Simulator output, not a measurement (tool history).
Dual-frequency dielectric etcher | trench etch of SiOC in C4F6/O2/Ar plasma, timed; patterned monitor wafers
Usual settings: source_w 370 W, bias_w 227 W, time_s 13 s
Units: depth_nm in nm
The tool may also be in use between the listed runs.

| run | day | source_w | bias_w | time_s | wafers since the last listed run | hours since the last wet clean | hours since the last source power generator calibration | hours since the last bias power generator calibration | hours since the last upper electrode change | hours since the gauge calibration | read-back reference wafer on the same gauge, depth_nm | depth_nm |
|---|---|---|---|---|---|---|---|---|---|---|---|---|
| 1 | 0 | 370 | 227 | 13 | 0 | 28.6 | 1670.1 | 2667.1 | 5246.9 | 2607.5 | 21.91 | 26.27 |
| 2 | 2.404 | 370 | 227 | 13 | 830 | 86.3 | 1727.8 | 2724.8 | 5304.6 | 2665.2 | 21.86 | 26.37 |
| 3 | 4.604 | 370 | 227 | 13 | 760 | 139.1 | 1780.6 | 2777.6 | 5357.4 | 2718 | 21.84 | 26.24 |
| 4 | 7.1 | 370 | 227 | 13 | 862 | 199 | 1840.5 | 2837.5 | 5417.3 | 2777.9 | 21.81 | 26.09 |
| 5 | 12.896 | 370 | 227 | 13 | 2002 | 338.1 | 1979.6 | 2976.6 | 5556.4 | 2917 | 21.79 | 26.2 |
| 6 | 14.433 | 370 | 227 | 13 | 531 | 375 | 2016.5 | 3013.5 | 5593.3 | 2953.9 | 21.77 | 26.31 |
|  | 15.125 | source power generator calibrated |
| 7 | 16.3 | 370 | 227 | 16.5 | 587 | 419.8 | 28.2 | 3058.3 | 5638.1 | 2998.7 | 21.77 | 33.32 |
|  | 20.088 | wet clean of the chamber |
|  | 22.533 | gauge calibrated |
| 8 | 23.638 | 410 | 172 | 13 | 2189 | 85.2 | 204.3 | 3234.4 | 5814.2 | 26.5 | 22.61 | 24.27 |
| 9 | 25.9 | 370 | 242 | 11 | 781 | 139.5 | 258.6 | 3288.7 | 5868.5 | 80.8 | 22.56 | 23.78 |
| 10 | 28.329 | 370 | 227 | 13 | 839 | 197.8 | 316.9 | 3347 | 5926.8 | 139.1 | 22.55 | 27.26 |
| 11 | 30.817 | 370 | 227 | 13 | 859 | 257.5 | 376.6 | 3406.7 | 5986.5 | 198.8 | 22.54 | 27.04 |
| 12 | 33.062 | 370 | 175 | 13 | 776 | 311.4 | 430.5 | 3460.6 | 6040.4 | 252.7 | 22.54 | 23.32 |
|  | 34.192 | bias power generator calibrated |
| 13 | 35.538 | 370 | 227 | 14.5 | 797 | 370.8 | 489.9 | 32.3 | 6099.8 | 312.1 | 22.5 | 30.19 |
| 14 | 36.742 | 290 | 208 | 14 | 416 | 399.7 | 518.8 | 61.2 | 6128.7 | 341 | 22.49 | 24.93 |
| 15 | 38.65 | 440 | 172 | 10 | 659 | 445.5 | 564.6 | 107 | 6174.5 | 386.8 | 22.52 | 19.18 |
| 16 | 41.388 | 370 | 227 | 13 | 945 | 511.2 | 630.3 | 172.7 | 6240.2 | 452.5 | 22.46 | 27.07 |
|  | 43.254 | wet clean of the chamber |
| 17 | 43.383 | 320 | 210 | 13 | 344 | 3.1 | 678.2 | 220.6 | 6288.1 | 500.4 | 22.47 | 24.17 |
|  | 45.783 | upper electrode replaced |
| 18 | 45.804 | 430 | 272 | 15.5 | 490 | 61.2 | 736.3 | 278.7 | 0.5 | 558.5 | 22.46 | 37.65 |
| 19 | 46.483 | 370 | 227 | 13 | 234 | 77.5 | 752.6 | 295 | 16.8 | 574.8 | 22.43 | 27.02 |
| 20 | 48.504 | 420 | 249 | 17 | 698 | 126 | 801.1 | 343.5 | 65.3 | 623.3 | 22.39 | 39.11 |
| 21 | 51.275 | 410 | 227 | 13 | 957 | 192.5 | 867.6 | 410 | 131.8 | 689.8 | 22.37 | 28.06 |
| 22 | 52.525 | 460 | 227 | 9.5 | 431 | 222.5 | 897.6 | 440 | 161.8 | 719.8 | 22.41 | 21.55 |
| 23 | 54.596 | 340 | 227 | 13 | 715 | 272.2 | 947.3 | 489.7 | 211.5 | 769.5 | 22.36 | 25.95 |
| 24 | 56.838 | 440 | 198 | 13 | 774 | 326 | 1001.1 | 543.5 | 265.3 | 823.3 | 22.32 | 26.88 |
| 25 | 58.338 | 420 | 202 | 10.5 | 518 | 362 | 1037.1 | 579.5 | 301.3 | 859.3 | 22.31 | 21.54 |
| 26 | 61.217 | 400 | 271 | 15.5 | 994 | 431.1 | 1106.2 | 648.6 | 370.4 | 928.4 | 22.33 | 36.17 |
| 27 | 62.579 | 370 | 227 | 11.5 | 470 | 463.8 | 1138.9 | 681.3 | 403.1 | 961.1 | 22.28 | 23.78 |
| 28 | 63.875 | 340 | 198 | 16.5 | 447 | 494.9 | 1170 | 712.4 | 434.2 | 992.2 | 22.26 | 30.41 |
| 29 | 65.779 | 450 | 260 | 16 | 658 | 540.6 | 1215.7 | 758.1 | 479.9 | 1037.9 | 22.25 | 38.48 |
|  | 68.017 | wet clean of the chamber |
| 30 | 68.038 | 370 | 227 | 13 | 434 | 0.5 | 1269.9 | 812.3 | 534.1 | 1092.1 | 22.26 | 26.81 |

Forecast each of these 4 alternatives for the next run:
| A | 68.054 | 370 | 227 | 13 | 5 | 0.9 | 1270.3 | 812.7 | 534.5 | 1092.5 | ? | ? |
| B | 68.054 | 410 | 227 | 16 | 5 | 0.9 | 1270.3 | 812.7 | 534.5 | 1092.5 | ? | ? |
| C | 68.054 | 370 | 201 | 13 | 5 | 0.9 | 1270.3 | 812.7 | 534.5 | 1092.5 | ? | ? |
| D | 68.054 | 370 | 184 | 13 | 5 | 0.9 | 1270.3 | 812.7 | 534.5 | 1092.5 | ? | ? |

| run | read-back reference wafer on the same gauge, depth_nm | depth_nm |
|---|---|---|
| A | 22.26 | 26.72 |
| B | 22.26 | 34.42 |
| C | 22.26 | 25.01 |
| D | 22.26 | 23.79 |
Take away the tool's hidden state, keep each run's random variation, and the runs would have read:
| run | depth_nm |
|---|---|
| A | 27.26 |
| B | 35.11 |
| C | 25.51 |
| D | 24.27 |

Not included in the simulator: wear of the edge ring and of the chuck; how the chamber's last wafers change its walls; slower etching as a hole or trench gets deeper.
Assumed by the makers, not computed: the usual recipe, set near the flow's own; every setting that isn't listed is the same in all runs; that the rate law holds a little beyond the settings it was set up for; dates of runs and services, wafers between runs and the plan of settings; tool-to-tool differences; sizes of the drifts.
